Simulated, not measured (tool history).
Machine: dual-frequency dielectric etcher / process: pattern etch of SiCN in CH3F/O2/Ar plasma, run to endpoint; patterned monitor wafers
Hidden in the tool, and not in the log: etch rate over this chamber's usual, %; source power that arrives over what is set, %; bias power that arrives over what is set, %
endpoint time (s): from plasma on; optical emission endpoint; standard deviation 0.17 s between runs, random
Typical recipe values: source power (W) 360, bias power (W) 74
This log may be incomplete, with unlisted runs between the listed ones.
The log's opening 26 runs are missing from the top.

| run | hour | source power (W) | bias power (W) | wafers since the last listed run | hours since the last wet clean | hours since the last source power generator calibration | hours since the last bias power generator calibration | hours since the last upper electrode change | incoming incoming film thickness, nm | endpoint time (s) |
|---|---|---|---|---|---|---|---|---|---|---|
| 27 | 335.0 | 340 | 60 | 157 | 35.8 | 22.3 | 17.0 | 21.8 | 7.60 | 24.3 |
| 28 | 344.1 | 440 | 82 | 121 | 44.9 | 31.4 | 26.1 | 30.9 | 7.56 | 20.2 |
| 29 | 353.0 | 360 | 74 | 119 | 53.8 | 40.3 | 35.0 | 39.8 | 7.58 | 22.1 |
| 30 | 361.4 | 320 | 86 | 112 | 62.2 | 48.7 | 43.4 | 48.2 | 7.57 | 21.2 |
| 31 | 376.0 | 360 | 74 | 195 | 76.8 | 63.3 | 58.0 | 62.8 | 7.59 | 22.2 |
| 32 | 386.6 | 440 | 74 | 141 | 87.4 | 73.9 | 68.6 | 73.4 | 7.64 | 21.2 |
| 33 | 403.3 | 410 | 61 | 223 | 104.1 | 90.6 | 85.3 | 90.1 | 7.53 | 22.9 |
| 34 | 419.5 | 400 | 90 | 216 | 120.3 | 106.8 | 101.5 | 106.3 | 7.57 | 19.9 |
| 35 | 425.9 | 410 | 64 | 85 | 126.7 | 113.2 | 107.9 | 112.7 | 7.68 | 22.6 |
| 36 | 441.9 | 360 | 74 | 214 | 142.7 | 129.2 | 123.9 | 128.7 | 7.54 | 22.0 |
| 37 | 448.1 | 430 | 81 | 83 | 148.9 | 135.4 | 130.1 | 134.9 | 7.64 | 20.8 |

Predict each of these 3 candidate next runs independently; none follows another, all start after run 37:
| A | 448.5 | 280 | 74 | 5 | 149.3 | 135.8 | 130.5 | 135.3 | 7.56 | ? |
| B | 448.5 | 290 | 61 | 5 | 149.3 | 135.8 | 130.5 | 135.3 | 7.56 | ? |
| C | 448.5 | 280 | 59 | 5 | 149.3 | 135.8 | 130.5 | 135.3 | 7.56 | ? |

| run | endpoint time (s) |
|---|---|
| A | 22.9 |
| B | 24.4 |
| C | 24.9 |
What these runs would have given with no unlogged condition in the tool:
| run | endpoint time (s) |
|---|---|
| A | 23.1 |
| B | 24.7 |
| C | 25.1 |
